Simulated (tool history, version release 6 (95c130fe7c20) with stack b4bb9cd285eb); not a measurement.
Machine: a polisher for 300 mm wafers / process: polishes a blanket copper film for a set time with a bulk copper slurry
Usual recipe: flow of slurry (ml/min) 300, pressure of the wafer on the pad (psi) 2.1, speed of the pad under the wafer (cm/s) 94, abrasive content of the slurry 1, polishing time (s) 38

| run | day | flow of slurry (ml/min) | pressure of the wafer on the pad (psi) | speed of the pad under the wafer (cm/s) | abrasive content of the slurry | polishing time (s) | wafers since the last listed run | wafers polished on this pad | hours since the slurry nozzle was cleaned | hours since the head pressure was calibrated | hours since the slurry blender was calibrated | incoming thickness of the incoming film, nm | film removed (nm) |
|---|---|---|---|---|---|---|---|---|---|---|---|---|---|
| 1 | 0 | 300 | 2.1 | 94 | 1 | 38 | 0 | 177 | 243.4 | 841.1 | 220.8 | 3126.2 | 202.8 |
| 2 | 0.746 | 300 | 2.1 | 94 | 1 | 38 | 169 | 347 | 261.3 | 859 | 238.7 | 3103.2 | 198.5 |
| 3 | 2.012 | 300 | 2.1 | 94 | 1 | 38 | 287 | 635 | 291.7 | 889.4 | 269.1 | 3126.4 | 196.9 |
|  | 2.871 | worn pad replaced by a new one |
| 4 | 3.208 | 300 | 2.1 | 94 | 1 | 38 | 233 | 76 | 320.4 | 918.1 | 297.8 | 3117.6 | 193.4 |
| 5 | 3.788 | 300 | 2.1 | 94 | 1 | 38 | 131 | 208 | 334.3 | 932 | 311.7 | 3077.7 | 188.4 |
|  | 4.438 | slurry nozzle cleaned |
| 6 | 4.458 | 300 | 2.1 | 94 | 1 | 38 | 143 | 351 | 0.5 | 948.1 | 327.8 | 3075.5 | 200.2 |
| 7 | 5.733 | 300 | 1.9 | 94 | 1 | 38 | 289 | 640 | 31.1 | 978.7 | 358.4 | 3111.9 | 178.9 |
|  | 6.746 | worn pad replaced by a new one |
|  | 6.842 | slurry blender recalibrated |
| 8 | 6.862 | 350 | 2.6 | 94 | 1.1 | 42 | 199 | 7 | 58.2 | 1005.8 | 0.5 | 3041.3 | 301.4 |
| 9 | 7.767 | 300 | 2.1 | 94 | 0.75 | 38 | 205 | 212 | 79.9 | 1027.5 | 22.2 | 3082.2 | 194.5 |
| 10 | 8.554 | 300 | 2.1 | 94 | 1 | 38 | 178 | 391 | 98.8 | 1046.4 | 41.1 | 3086.4 | 213 |
| 11 | 9.962 | 300 | 1.5 | 94 | 0.75 | 46 | 320 | 711 | 132.6 | 1080.2 | 74.9 | 3113 | 170.8 |
|  | 10.208 | head pressure recalibrated |
|  | 10.879 | worn pad replaced by a new one |
| 12 | 11.046 | 300 | 2.1 | 94 | 1 | 38 | 189 | 38 | 158.6 | 20.1 | 100.9 | 3097.5 | 203.8 |
| 13 | 11.992 | 300 | 2.7 | 110 | 1 | 38 | 214 | 253 | 181.3 | 42.8 | 123.6 | 3162.6 | 306.7 |
| 14 | 13.125 | 370 | 2.1 | 126 | 1.2 | 44 | 257 | 510 | 208.5 | 70 | 150.8 | 3145.2 | 332.1 |

Below are 3 alternative next runs, each starting from the tool's condition after run 14. Predict each:
| A | 13.142 | 300 | 2.1 | 94 | 1 | 38 | 3 | 514 | 208.9 | 70.4 | 151.2 | 3100.5 | ? |
| B | 13.142 | 300 | 2.1 | 94 | 1 | 31 | 3 | 514 | 208.9 | 70.4 | 151.2 | 3100.5 | ? |
| C | 13.142 | 375 | 2.1 | 72 | 1 | 38 | 3 | 514 | 208.9 | 70.4 | 151.2 | 3100.5 | ? |

| run | film removed (nm) |
|---|---|
| A | 203 |
| B | 165.6 |
| C | 159.2 |
With no hidden state in the tool, these same runs would have given:
| run | film removed (nm) |
|---|---|
| A | 212.5 |
| B | 173.3 |
| C | 165.7 |
